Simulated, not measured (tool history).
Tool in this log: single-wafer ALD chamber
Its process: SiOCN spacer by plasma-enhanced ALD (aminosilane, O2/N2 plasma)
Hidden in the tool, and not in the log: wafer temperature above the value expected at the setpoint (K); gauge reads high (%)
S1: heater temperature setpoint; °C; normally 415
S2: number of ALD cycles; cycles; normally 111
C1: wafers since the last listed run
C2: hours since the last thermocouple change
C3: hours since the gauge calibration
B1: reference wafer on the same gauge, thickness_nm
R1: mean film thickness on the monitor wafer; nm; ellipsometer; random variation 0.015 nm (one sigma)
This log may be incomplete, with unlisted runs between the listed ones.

| run | day | S1 | S2 | C1 | C2 | C3 | B1 | R1 |
|---|---|---|---|---|---|---|---|---|
| 1 | 0 | 415 | 111 | 0 | 748 | 289.5 | 5.252 | 6.122 |
| 2 | 0.696 | 415 | 111 | 50 | 764.7 | 306.2 | 5.251 | 6.141 |
| 3 | 1.817 | 415 | 111 | 81 | 791.6 | 333.1 | 5.248 | 6.153 |
| 4 | 2.188 | 415 | 111 | 26 | 800.5 | 342 | 5.248 | 6.1 |
| 5 | 2.7 | 415 | 111 | 37 | 812.8 | 354.3 | 5.246 | 6.138 |
| 6 | 4.167 | 415 | 111 | 106 | 848 | 389.5 | 5.25 | 6.129 |
| 7 | 4.429 | 415 | 111 | 19 | 854.3 | 395.8 | 5.251 | 6.139 |
| 8 | 4.796 | 415 | 111 | 26 | 863.1 | 404.6 | 5.251 | 6.13 |
| 9 | 5.346 | 415 | 111 | 39 | 876.3 | 417.8 | 5.253 | 6.137 |
| 10 | 5.838 | 415 | 111 | 35 | 888.1 | 429.6 | 5.249 | 6.124 |
| 11 | 7.621 | 415 | 111 | 129 | 930.9 | 472.4 | 5.25 | 6.169 |
| 12 | 8.267 | 415 | 111 | 46 | 946.4 | 487.9 | 5.251 | 6.134 |
| 13 | 8.854 | 422 | 111 | 42 | 960.5 | 502 | 5.25 | 5.968 |
| 14 | 9.425 | 415 | 98 | 41 | 974.2 | 515.7 | 5.247 | 5.428 |
| 15 | 10.117 | 415 | 98 | 50 | 990.8 | 532.3 | 5.251 | 5.43 |
| 16 | 10.688 | 424 | 116 | 41 | 1004.5 | 546 | 5.251 | 6.234 |
| 17 | 11.029 | 415 | 111 | 24 | 1012.7 | 554.2 | 5.249 | 6.163 |
| 18 | 11.567 | 415 | 111 | 39 | 1025.6 | 567.1 | 5.249 | 6.156 |
| 19 | 11.942 | 415 | 111 | 27 | 1034.6 | 576.1 | 5.251 | 6.177 |
| 20 | 12.512 | 415 | 111 | 41 | 1048.3 | 589.8 | 5.249 | 6.167 |
| 21 | 13.167 | 430 | 103 | 47 | 1064 | 605.5 | 5.249 | 5.399 |
|  | 14.288 | gauge calibrated |
| 22 | 14.783 | 415 | 111 | 117 | 1102.8 | 11.9 | 5.254 | 6.166 |
| 23 | 15.496 | 415 | 111 | 51 | 1119.9 | 29 | 5.249 | 6.139 |
|  | 16.775 | thermocouple changed; heater temperature recalibrated |
| 24 | 16.796 | 423 | 126 | 70 | 0.5 | 60.2 | 5.25 | 6.691 |
| 25 | 17.679 | 425 | 123 | 64 | 21.7 | 81.4 | 5.251 | 6.471 |
| 26 | 18.221 | 408 | 99 | 39 | 34.7 | 94.4 | 5.253 | 5.569 |
| 27 | 18.821 | 410 | 118 | 43 | 49.1 | 108.8 | 5.252 | 6.553 |
| 28 | 19.342 | 415 | 111 | 37 | 61.6 | 121.3 | 5.248 | 6.061 |
| 29 | 19.617 | 426 | 104 | 19 | 68.2 | 127.9 | 5.25 | 5.475 |
| 30 | 20.071 | 415 | 111 | 32 | 79.1 | 138.8 | 5.25 | 6.032 |
| 31 | 20.783 | 402 | 118 | 51 | 96.2 | 155.9 | 5.251 | 6.744 |
| 32 | 21.475 | 415 | 111 | 50 | 112.8 | 172.5 | 5.25 | 6.069 |
| 33 | 21.75 | 415 | 111 | 19 | 119.4 | 179.1 | 5.252 | 6.053 |
| 34 | 22.3 | 415 | 91 | 39 | 132.6 | 192.3 | 5.249 | 4.976 |
| 35 | 22.712 | 430 | 96 | 29 | 142.5 | 202.2 | 5.248 | 4.966 |
| 36 | 23.092 | 415 | 111 | 27 | 151.6 | 211.3 | 5.25 | 6.079 |
| 37 | 23.438 | 415 | 111 | 25 | 159.9 | 219.6 | 5.249 | 6.088 |
| 38 | 24.088 | 425 | 127 | 47 | 175.5 | 235.2 | 5.25 | 6.688 |
| 39 | 24.392 | 415 | 131 | 22 | 182.8 | 242.5 | 5.25 | 7.184 |
| 40 | 24.888 | 429 | 92 | 36 | 194.7 | 254.4 | 5.251 | 4.787 |
| 41 | 25.2 | 415 | 111 | 22 | 202.2 | 261.9 | 5.249 | 6.066 |

What the log doesn't show, run by run:
gauge reads high (%): 0 at every run
H1: wafer temperature above the value expected at the setpoint (K)
| run | H1 |
|---|---|
| 1 | -2.27 |
| 2 | -2.35 |
| 3 | -2.49 |
| 4 | -2.54 |
| 5 | -2.61 |
| 6 | -2.8 |
| 7 | -2.84 |
| 8 | -2.89 |
| 9 | -2.97 |
| 10 | -3.04 |
| 11 | -3.3 |
| 12 | -3.4 |
| 13 | -3.49 |
| 14 | -3.58 |
| 15 | -3.69 |
| 16 | -3.78 |
| 17 | -3.83 |
| 18 | -3.92 |
| 19 | -3.98 |
| 20 | -4.08 |
| 21 | -4.19 |
| 22 | -4.47 |
| 23 | -4.6 |
| 24 | -0.00757 |
| 25 | -0.00916 |
| 26 | -0.0116 |
| 27 | -0.0157 |
| 28 | -0.0203 |
| 29 | -0.0232 |
| 30 | -0.0286 |
| 31 | -0.0386 |
| 32 | -0.0503 |
| 33 | -0.0554 |
| 34 | -0.0666 |
| 35 | -0.0757 |
| 36 | -0.0847 |
| 37 | -0.0934 |
| 38 | -0.111 |
| 39 | -0.12 |
| 40 | -0.135 |
| 41 | -0.145 |
